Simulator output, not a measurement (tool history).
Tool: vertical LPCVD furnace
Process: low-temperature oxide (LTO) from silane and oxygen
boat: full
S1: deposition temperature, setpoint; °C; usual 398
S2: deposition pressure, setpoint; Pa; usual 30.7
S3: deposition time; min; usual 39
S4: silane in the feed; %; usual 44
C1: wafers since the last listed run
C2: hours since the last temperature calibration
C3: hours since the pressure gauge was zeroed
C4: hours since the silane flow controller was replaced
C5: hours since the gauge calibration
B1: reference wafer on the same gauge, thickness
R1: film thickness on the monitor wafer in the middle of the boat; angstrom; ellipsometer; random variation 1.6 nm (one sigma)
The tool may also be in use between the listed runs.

| run | day | S1 | S2 | S3 | S4 | C1 | C2 | C3 | C4 | C5 | B1 | R1 |
|---|---|---|---|---|---|---|---|---|---|---|---|---|
| 1 | 0 | 398 | 30.7 | 32 | 44 | 0 | 2155.8 | 2378.5 | 4137.7 | 1695.9 | 475.62 | 3383.3 |
| 2 | 3.083 | 398 | 30.7 | 27 | 44 | 1055 | 2229.8 | 2452.5 | 4211.7 | 1769.9 | 476.81 | 2883.7 |
| 3 | 6.642 | 398 | 30.7 | 27 | 44 | 1218 | 2315.2 | 2537.9 | 4297.1 | 1855.3 | 475.94 | 2856.7 |
| 4 | 8.821 | 398 | 30.7 | 39 | 44 | 746 | 2367.5 | 2590.2 | 4349.4 | 1907.6 | 476.7 | 4118.7 |
| 5 | 13.271 | 398 | 30.7 | 39 | 44 | 1523 | 2474.3 | 2697 | 4456.2 | 2014.4 | 475.06 | 4139.1 |
| 6 | 15.825 | 398 | 36.7 | 39 | 44 | 874 | 2535.6 | 2758.3 | 4517.5 | 2075.7 | 476.29 | 4935.4 |
| 7 | 17.496 | 398 | 36.7 | 39 | 44 | 572 | 2575.7 | 2798.4 | 4557.6 | 2115.8 | 476.16 | 4944.2 |
| 8 | 21.704 | 398 | 30.7 | 39 | 44 | 1440 | 2676.7 | 2899.4 | 4658.6 | 2216.8 | 475.81 | 4165.1 |
| 9 | 24.438 | 398 | 30.7 | 39 | 44 | 935 | 2742.3 | 2965 | 4724.2 | 2282.4 | 475.22 | 4163.5 |
| 10 | 27.85 | 398 | 30.7 | 39 | 44 | 1168 | 2824.2 | 3046.9 | 4806.1 | 2364.3 | 474.73 | 4142.2 |
|  | 28.479 | gauge calibrated |
|  | 38.796 | silane flow controller replaced |
| 11 | 38.817 | 398 | 30.7 | 39 | 44 | 3412 | 3087.4 | 3310.1 | 0.5 | 248.1 | 475.6 | 4193.6 |
| 12 | 40.612 | 398 | 30.7 | 39 | 44 | 614 | 3130.5 | 3353.2 | 43.6 | 291.2 | 475.21 | 4189.9 |
| 13 | 44.879 | 398 | 28 | 46.5 | 36 | 1460 | 3232.9 | 3455.6 | 146 | 393.6 | 475.74 | 3563.8 |
| 14 | 48.758 | 398 | 30.7 | 39 | 44 | 1328 | 3326 | 3548.7 | 239.1 | 486.7 | 475.05 | 4168.1 |
| 15 | 53.254 | 398 | 30.7 | 39 | 44 | 1539 | 3433.9 | 3656.6 | 347 | 594.6 | 475.96 | 4169.6 |
| 16 | 57.325 | 398 | 30.7 | 39 | 44 | 1393 | 3531.6 | 3754.3 | 444.7 | 692.3 | 475.23 | 4202.1 |
|  | 60.983 | thermocouples replaced and temperature profile calibrated |
|  | 61.004 | pressure gauge zeroed |
| 17 | 61.638 | 408 | 30.7 | 39 | 44 | 1127 | 15.7 | 15.2 | 548.2 | 795.8 | 477.09 | 4468.1 |
| 18 | 64.446 | 407 | 23.3 | 31.5 | 41 | 961 | 83.1 | 82.6 | 615.6 | 863.2 | 476.78 | 2526 |
| 19 | 68.912 | 398 | 30.7 | 39 | 44 | 1529 | 190.3 | 189.8 | 722.8 | 970.4 | 476.14 | 4094.2 |
| 20 | 71.608 | 398 | 30.7 | 39 | 49 | 923 | 255 | 254.5 | 787.5 | 1035.1 | 475.94 | 4482.8 |
| 21 | 76.1 | 402 | 38 | 51 | 41 | 1537 | 362.8 | 362.3 | 895.3 | 1142.9 | 475.2 | 6326.3 |
| 22 | 78.583 | 404 | 30.7 | 39 | 36 | 850 | 422.4 | 421.9 | 954.9 | 1202.5 | 475 | 3440.3 |
| 23 | 81.025 | 392 | 30.7 | 39 | 44 | 836 | 481 | 480.5 | 1013.5 | 1261.1 | 475.85 | 3831.9 |
| 24 | 85.062 | 398 | 30.7 | 32 | 44 | 1382 | 577.9 | 577.4 | 1110.4 | 1358 | 475.59 | 3356.5 |
| 25 | 87.392 | 391 | 35.3 | 45.5 | 50 | 797 | 633.8 | 633.3 | 1166.3 | 1413.9 | 476.47 | 5733.3 |
| 26 | 89.896 | 398 | 25.3 | 39 | 44 | 857 | 693.9 | 693.4 | 1226.4 | 1474 | 475.06 | 3361.4 |
| 27 | 93.204 | 398 | 30.7 | 39 | 37 | 1132 | 773.3 | 772.8 | 1305.8 | 1553.4 | 476.69 | 3342.5 |
| 28 | 95.179 | 391 | 25.3 | 39 | 50 | 676 | 820.7 | 820.2 | 1353.2 | 1600.8 | 476.08 | 3534.4 |
| 29 | 99.054 | 398 | 24 | 28 | 44 | 1326 | 913.7 | 913.2 | 1446.2 | 1693.8 | 476.16 | 2287.6 |
| 30 | 102.612 | 398 | 33.3 | 39 | 37 | 1218 | 999.1 | 998.6 | 1531.6 | 1779.2 | 474.68 | 3617.5 |
| 31 | 106.188 | 405 | 25.3 | 48 | 38 | 1224 | 1084.9 | 1084.4 | 1617.4 | 1865 | 475.65 | 3784.6 |
| 32 | 108.758 | 398 | 30.7 | 50 | 44 | 880 | 1146.6 | 1146.1 | 1679.1 | 1926.7 | 476.05 | 5244.5 |

3 ways to go on from here, each from the tool as it stands after run 32. What would each give?
| A | 108.929 | 398 | 30.7 | 39 | 44 | 58 | 1150.7 | 1150.2 | 1683.2 | 1930.8 | ? | ? |
| B | 108.929 | 408 | 28 | 39 | 44 | 58 | 1150.7 | 1150.2 | 1683.2 | 1930.8 | ? | ? |
| C | 108.929 | 393 | 30.7 | 39 | 44 | 58 | 1150.7 | 1150.2 | 1683.2 | 1930.8 | ? | ? |

| run | B1 | R1 |
|---|---|---|
| A | 476.05 | 4075.9 |
| B | 476.05 | 4133.3 |
| C | 476.05 | 3861.4 |
Without the tool's hidden state the same runs would have given:
| run | R1 |
|---|---|
| A | 4007.6 |
| B | 4066.7 |
| C | 3795.4 |
